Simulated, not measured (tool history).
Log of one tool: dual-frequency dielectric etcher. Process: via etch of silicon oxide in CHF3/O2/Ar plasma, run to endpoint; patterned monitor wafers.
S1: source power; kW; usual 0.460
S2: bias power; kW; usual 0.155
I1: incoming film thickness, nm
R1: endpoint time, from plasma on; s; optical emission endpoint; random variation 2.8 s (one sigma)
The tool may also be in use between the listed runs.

run,hour,S1,S2,I1,R1
1,0.0,0.460,0.155,822.4,449.8
# hour 25.8: wet clean of the chamber
2,26.9,0.460,0.155,832.4,453.9
3,89.9,0.500,0.140,823.0,462.1
4,153.9,0.460,0.170,833.9,435.2
5,178.2,0.460,0.170,819.3,429.5
6,216.4,0.460,0.170,821.3,428.2
7,265.9,0.460,0.155,830.7,452.8
8,304.8,0.460,0.155,829.8,458.1
9,346.2,0.460,0.155,826.4,449.4
# hour 376.0: wet clean of the chamber
10,382.7,0.460,0.180,828.0,424.4
11,413.3,0.460,0.180,819.5,418.8
12,457.7,0.460,0.180,825.7,417.6
13,485.6,0.400,0.155,819.9,460.4
14,530.8,0.490,0.155,836.1,453.9
# hour 560.1: upper electrode replaced
15,592.1,0.490,0.155,815.8,438.5
16,619.4,0.580,0.179,825.8,399.9
17,674.2,0.460,0.155,825.1,454.2
18,698.5,0.340,0.165,825.6,473.6
# hour 743.6: bias power generator calibrated
# hour 757.3: source power generator calibrated
# hour 767.9: wet clean of the chamber
19,768.4,0.410,0.177,824.0,435.2
20,807.7,0.460,0.155,818.8,447.1
21,870.7,0.460,0.155,821.2,450.7
22,910.4,0.340,0.144,831.2,502.0
23,955.8,0.360,0.185,823.3,441.7
24,990.2,0.460,0.155,832.6,453.6
25,1025.1,0.540,0.168,821.8,414.8
26,1055.9,0.530,0.190,823.1,397.3
27,1103.9,0.500,0.128,824.0,484.0
# hour 1162.6: wet clean of the chamber
28,1166.6,0.360,0.139,817.7,500.5
29,1224.9,0.510,0.169,832.5,424.5
30,1266.3,0.570,0.126,824.2,472.4
31,1317.2,0.560,0.155,825.2,431.7
32,1363.5,0.580,0.186,821.2,390.5
33,1423.5,0.520,0.129,833.4,481.1
34,1478.8,0.340,0.142,828.8,503.2

5 ways to go on from here, each from the tool as it stands after run 34. What would each give?
A,1479.3,0.460,0.127,828.4,?
B,1479.3,0.530,0.132,828.4,?
C,1479.3,0.540,0.155,828.4,?
D,1479.3,0.570,0.176,828.4,?
E,1479.3,0.460,0.124,828.4,?

run,R1
A,495.4
B,470.7
C,436.3
D,407.2
E,500.8
Without the tool's hidden state the same runs would have given:
run,R1
A,495.4
B,470.7
C,436.3
D,407.2
E,500.8

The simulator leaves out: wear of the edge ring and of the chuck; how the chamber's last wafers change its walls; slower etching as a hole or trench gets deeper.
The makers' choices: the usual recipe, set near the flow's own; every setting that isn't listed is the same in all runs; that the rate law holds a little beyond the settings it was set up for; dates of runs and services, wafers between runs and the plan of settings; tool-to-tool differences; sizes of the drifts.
